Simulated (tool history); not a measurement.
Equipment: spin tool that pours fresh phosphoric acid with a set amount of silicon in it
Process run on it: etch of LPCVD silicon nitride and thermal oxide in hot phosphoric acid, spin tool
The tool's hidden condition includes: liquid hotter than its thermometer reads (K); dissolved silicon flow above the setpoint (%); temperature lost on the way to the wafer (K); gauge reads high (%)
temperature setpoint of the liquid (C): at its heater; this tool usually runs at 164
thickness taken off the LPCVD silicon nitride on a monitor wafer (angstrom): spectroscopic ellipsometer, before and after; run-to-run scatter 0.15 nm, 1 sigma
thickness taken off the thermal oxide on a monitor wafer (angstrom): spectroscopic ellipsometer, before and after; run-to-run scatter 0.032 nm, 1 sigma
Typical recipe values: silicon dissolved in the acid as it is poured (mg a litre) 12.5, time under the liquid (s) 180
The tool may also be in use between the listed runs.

run   hour  temperature setpoint of the liquid (C)  silicon dissolved in the acid as it is poured (mg a litre)  time under the liquid (s)  wafers since the last listed run  hours since the thermometer was replaced  hours since the dissolved silicon flow meter was replaced  hours since the heated supply line was repaired  hours since the gauge calibration  read-back film thickness of the LPCVD silicon nitride reference wafer, read on the same gauge (nm)  read-back film thickness of the thermal oxide reference wafer, read on the same gauge (nm)  thickness taken off the LPCVD silicon nitride on a monitor wafer (angstrom)  thickness taken off the thermal oxide on a monitor wafer (angstrom)
  1      0                                     163                                                        12.5                         90                                 0                                     154.4                                                      825.4                                             87.3                              697.6                                                                                              109.99                                                                                      89.986                                                                        100.3                                                                 2.67
  2   25.6                                     165                                                        12.5                        135                               152                                       180                                                        851                                            112.9                              723.2                                                                                                 110                                                                                      89.998                                                                          163                                                                 4.08
  3   70.3                                   162.5                                                        12.5                        210                               266                                     224.7                                                      895.7                                            157.6                              767.9                                                                                              109.98                                                                                      90.006                                                                        232.6                                                                 5.63
  4   94.9                                     164                                                        12.5                        205                               146                                     249.3                                                      920.3                                            182.2                              792.5                                                                                              110.03                                                                                      90.002                                                                        237.7                                                                 6.03
  5  151.1                                     164                                                        12.5                        235                               335                                     305.5                                                      976.5                                            238.4                              848.7                                                                                              109.98                                                                                      89.983                                                                        274.9                                                                 7.36
     167.6  -- dissolved silicon flow meter replaced
  6  219.4                                   166.5                                                         4.5                        180                               401                                     373.8                                                       51.8                                            306.7                                917                                                                                                 110                                                                                      90.013                                                                        228.8                                                                 7.67
  7  290.5                                     164                                                        12.5                        110                               423                                     444.9                                                      122.9                                            377.8                              988.1                                                                                              109.98                                                                                      90.013                                                                        130.6                                                                 3.42
  8  315.8                                     166                                                         7.5                        290                               150                                     470.2                                                      148.2                                            403.1                             1013.4                                                                                              109.98                                                                                      89.997                                                                        365.4                                                                 11.9
  9  374.1                                   162.5                                                        18.5                        105                               347                                     528.5                                                      206.5                                            461.4                             1071.7                                                                                              109.99                                                                                      90.011                                                                        119.2                                                                 2.78
 10    432                                     162                                                        12.5                        180                               345                                     586.4                                                      264.4                                            519.3                             1129.6                                                                                              110.01                                                                                      90.011                                                                        199.1                                                                 4.65
 11  461.8                                   162.5                                                           4                        210                               177                                     616.2                                                      294.2                                            549.1                             1159.4                                                                                              109.98                                                                                      90.012                                                                        234.5                                                                 7.25
 12  525.9                                     164                                                        17.5                        220                               382                                     680.3                                                      358.3                                            613.2                             1223.5                                                                                              110.02                                                                                      90.017                                                                        258.3                                                                 5.22
     538.9  -- gauge calibrated
 13  556.5                                   162.5                                                        12.5                        210                               182                                     710.9                                                      388.9                                            643.8                               17.6                                                                                              109.97                                                                                      90.037                                                                        237.9                                                                 5.87
 14  628.2                                     164                                                         3.5                        180                               427                                     782.6                                                      460.6                                            715.5                               89.3                                                                                              110.02                                                                                      89.963                                                                        214.5                                                                 7.37
 15  665.9                                     164                                                        12.5                        180                               224                                     820.3                                                      498.3                                            753.2                                127                                                                                              109.97                                                                                      90.004                                                                        216.4                                                                 6.09
 16  693.6                                     164                                                        17.5                        220                               165                                       848                                                        526                                            780.9                              154.7                                                                                                 110                                                                                      90.037                                                                        260.9                                                                 5.86
 17  728.8                                     164                                                          22                        180                               209                                     883.2                                                      561.2                                            816.1                              189.9                                                                                              109.98                                                                                      90.011                                                                        215.5                                                                 4.84
 18  779.5                                     164                                                        12.5                        180                               302                                     933.9                                                      611.9                                            866.8                              240.6                                                                                              109.99                                                                                      90.014                                                                        213.8                                                                 5.57
 19  805.4                                     164                                                        12.5                        180                               154                                     959.8                                                      637.8                                            892.7                              266.5                                                                                                 110                                                                                      89.987                                                                        212.8                                                                 5.53
 20  847.7                                     165                                                        12.5                        220                               252                                    1002.1                                                      680.1                                              935                              308.8                                                                                                 110                                                                                      89.995                                                                        272.7                                                                 7.78
 21  885.7                                     164                                                          22                        180                               226                                    1040.1                                                      718.1                                              973                              346.8                                                                                              109.95                                                                                      90.008                                                                        217.7                                                                 4.97
 22  934.4                                     165                                                           6                         75                               290                                    1088.8                                                      766.8                                           1021.7                              395.5                                                                                              109.96                                                                                      89.993                                                                         93.2                                                                 2.85

Take each entry between the runs: how does the hidden state at the last listed run before it differ from the hidden state at the first listed run after it?
Logged between run 5 and run 6: dissolved silicon flow meter replaced (hour 167.6)
  liquid hotter than its thermometer reads (K): 0.521 -> 0.594
  the result without the hidden state subtracted from the measured one, thickness taken off the LPCVD silicon nitride on a monitor wafer (angstrom): +4.6 -> +4.3; thickness taken off the thermal oxide on a monitor wafer (angstrom): +0.28 -> +0.32
Logged between run 12 and run 13: gauge calibrated (hour 538.9)
  liquid hotter than its thermometer reads (K): 0.923 -> 0.956
  the result without the hidden state subtracted from the measured one, thickness taken off the LPCVD silicon nitride on a monitor wafer (angstrom): +7.7 -> +7.4; thickness taken off the thermal oxide on a monitor wafer (angstrom): +0.34 -> +0.4
